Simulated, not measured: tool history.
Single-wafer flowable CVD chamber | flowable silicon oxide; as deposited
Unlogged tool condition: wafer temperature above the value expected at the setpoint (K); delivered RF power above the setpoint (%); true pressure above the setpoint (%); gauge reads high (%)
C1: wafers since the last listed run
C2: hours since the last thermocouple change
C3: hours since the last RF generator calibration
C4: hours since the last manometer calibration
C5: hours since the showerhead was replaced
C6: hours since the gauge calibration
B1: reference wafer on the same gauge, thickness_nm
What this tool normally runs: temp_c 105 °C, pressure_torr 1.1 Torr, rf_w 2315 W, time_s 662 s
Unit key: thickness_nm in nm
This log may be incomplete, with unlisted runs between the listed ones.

Run 1, hour 0: usual settings but pressure_torr 0.91 Torr; C1 0; C2 2131; C3 657.6; C4 904.5; C5 3342.3; C6 460.3; B1 540.874. Result: thickness_nm 452.91 nm.
Run 2, hour 42.6: usual settings but pressure_torr 1.17 Torr; C1 175; C2 2173.6; C3 700.2; C4 947.1; C5 3384.9; C6 502.9; B1 541.15. Result: thickness_nm 587.728 nm.
Run 3, hour 96.6: usual settings but rf_w 2085 W; C1 222; C2 2227.6; C3 754.2; C4 1001.1; C5 3438.9; C6 556.9; B1 541.446. Result: thickness_nm 534.547 nm.
Run 4, hour 148.5: usual settings but rf_w 2085 W; C1 213; C2 2279.5; C3 806.1; C4 1053; C5 3490.8; C6 608.8; B1 541.101. Result: thickness_nm 537.139 nm.
Run 5, hour 186.3: usual settings but rf_w 2085 W; C1 155; C2 2317.3; C3 843.9; C4 1090.8; C5 3528.6; C6 646.6; B1 541.022. Result: thickness_nm 536.783 nm.
Run 6, hour 245.7: usual settings; C1 244; C2 2376.7; C3 903.3; C4 1150.2; C5 3588; C6 706; B1 540.406. Result: thickness_nm 549.129 nm.
Run 7, hour 313.1: usual settings but rf_w 2475 W; C1 277; C2 2444.1; C3 970.7; C4 1217.6; C5 3655.4; C6 773.4; B1 541.052. Result: thickness_nm 564.022 nm.
Run 8, hour 373: usual settings; C1 246; C2 2504; C3 1030.6; C4 1277.5; C5 3715.3; C6 833.3; B1 540.574. Result: thickness_nm 550.721 nm.
Run 9, hour 414.1: usual settings but temp_c 118 °C, time_s 755 s; C1 169; C2 2545.1; C3 1071.7; C4 1318.6; C5 3756.4; C6 874.4; B1 541.564. Result: thickness_nm 438.359 nm.
At hour 496.7: thermocouple changed; heater temperature recalibrated.
At hour 501.7: RF generator calibrated.
At hour 506: capacitance manometer re-zeroed and calibrated.
At hour 517.8: gauge calibrated.
Run 10, hour 612.6: usual settings but rf_w 2120 W; C1 746; C2 115.9; C3 110.9; C4 106.6; C5 3954.9; C6 94.8; B1 540.876. Result: thickness_nm 525.623 nm.
Run 11, hour 648.9: usual settings but time_s 601 s; C1 149; C2 152.2; C3 147.2; C4 142.9; C5 3991.2; C6 131.1; B1 541.051. Result: thickness_nm 488.458 nm.
At hour 750.4: showerhead replaced.
Run 12, hour 861.6: usual settings but temp_c 98 °C, rf_w 1915 W, time_s 724 s; C1 842; C2 364.9; C3 359.9; C4 355.6; C5 111.2; C6 343.8; B1 541.009. Result: thickness_nm 691.758 nm.
Run 13, hour 903.2: usual settings but temp_c 118 °C, pressure_torr 0.98 Torr, rf_w 1995 W, time_s 769 s; C1 171; C2 406.5; C3 401.5; C4 397.2; C5 152.8; C6 385.4; B1 541.255. Result: thickness_nm 379.501 nm.
Run 14, hour 966.5: usual settings but pressure_torr 0.84 Torr, time_s 697 s; C1 260; C2 469.8; C3 464.8; C4 460.5; C5 216.1; C6 448.7; B1 541.023. Result: thickness_nm 433.704 nm.
Run 15, hour 1144.3: usual settings but temp_c 115 °C; C1 732; C2 647.6; C3 642.6; C4 638.3; C5 393.9; C6 626.5; B1 540.853. Result: thickness_nm 416.208 nm.

Branching from run 15: 4 alternative next runs. What would each branch give?
Run A, hour 1144.9: usual settings but pressure_torr 1.34 Torr; C1 2; C2 648.2; C3 643.2; C4 638.9; C5 394.5; C6 627.1; B1 ?. Result: thickness_nm ?.
Run B, hour 1144.9: usual settings but temp_c 93 °C, pressure_torr 1.22 Torr, rf_w 2630 W; C1 2; C2 648.2; C3 643.2; C4 638.9; C5 394.5; C6 627.1; B1 ?. Result: thickness_nm ?.
Run C, hour 1144.9: usual settings but temp_c 119 °C, pressure_torr 1.29 Torr; C1 2; C2 648.2; C3 643.2; C4 638.9; C5 394.5; C6 627.1; B1 ?. Result: thickness_nm ?.
Run D, hour 1144.9: usual settings but temp_c 111 °C, rf_w 2040 W; C1 2; C2 648.2; C3 643.2; C4 638.9; C5 394.5; C6 627.1; B1 ?. Result: thickness_nm ?.

run      B1  thickness_nm
  A  540.78       665.277
  B  540.78       886.813
  C  540.78        434.87
  D  540.78       448.665
With the hidden condition removed and each run's random variation left untouched, the same runs would have given:
run  thickness_nm
  A       640.417
  B        848.66
  C       418.146
  D       429.362

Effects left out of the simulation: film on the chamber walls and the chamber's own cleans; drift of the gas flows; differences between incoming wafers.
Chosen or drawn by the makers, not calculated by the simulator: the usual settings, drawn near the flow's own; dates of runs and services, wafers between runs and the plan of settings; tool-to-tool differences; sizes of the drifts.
